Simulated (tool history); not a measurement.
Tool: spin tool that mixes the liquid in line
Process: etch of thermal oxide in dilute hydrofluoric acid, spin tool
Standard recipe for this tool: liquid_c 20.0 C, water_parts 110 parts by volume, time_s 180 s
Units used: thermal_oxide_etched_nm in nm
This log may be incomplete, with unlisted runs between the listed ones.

run,day,liquid_c,water_parts,time_s,wafers since the last listed run,hours since the thermometer was replaced,hours since the hydrofluoric acid flow meter was replaced,hours since the gauge calibration,"read-back film thickness of the thermal oxide reference wafer, read on the same gauge (nm)",thermal_oxide_etched_nm
1,0.000,20.0,75,180,0,171.8,38.7,4.6,79.99,10.67
2,2.883,20.0,75,180,604,241.0,107.9,73.8,80.01,10.71
3,4.142,20.0,110,180,263,271.2,138.1,104.0,80.02,6.89
4,7.071,20.0,110,180,613,341.5,208.4,174.3,79.99,6.82
5,8.500,20.0,95,180,299,375.8,242.7,208.6,79.99,8.02
6,9.812,23.5,110,180,275,407.3,274.2,240.1,80.01,7.82
7,12.783,23.5,110,180,622,478.6,345.5,311.4,79.98,7.72
# day 15.242: thermometer replaced
8,16.050,23.5,110,180,675,19.4,423.9,389.8,79.99,7.69
# day 19.288: hydrofluoric acid flow meter replaced
9,22.975,20.0,80,180,1442,185.6,88.5,556.0,79.98,9.88
10,24.779,20.0,110,130,378,228.9,131.8,599.3,80.03,5.00
# day 25.754: gauge calibrated
11,27.438,17.5,70,180,556,292.7,195.6,40.4,80.01,10.26
12,28.683,20.0,110,180,261,322.6,225.5,70.3,80.02,6.91
13,30.488,17.0,60,180,378,365.9,268.8,113.6,79.98,11.66
14,32.092,17.0,110,90,336,404.4,307.3,152.1,80.00,3.01
15,33.550,18.5,90,215,305,439.4,342.3,187.1,80.03,9.58
# day 36.325: thermometer replaced
16,36.388,23.0,95,210,585,1.5,410.4,255.2,80.01,10.52
# day 37.104: hydrofluoric acid flow meter replaced
17,38.588,20.0,75,180,452,54.3,35.6,308.0,79.98,10.76
18,40.517,22.5,130,240,404,100.6,81.9,354.3,80.01,8.52

List, for all runs, the conditions of the tool that the log does not record:
liquid colder than its thermometer reads (K): 0, the same for each run
gauge reads high (%): 0, the same for each run
H1: hydrofluoric acid flow below the setpoint (%)
run,H1
1,1.05
2,1.71
3,1.99
4,2.65
5,2.97
6,3.27
7,3.94
8,4.68
9,1.25
10,1.66
11,2.26
12,2.54
13,2.95
14,3.31
15,3.64
16,4.28
17,1.3
18,1.73
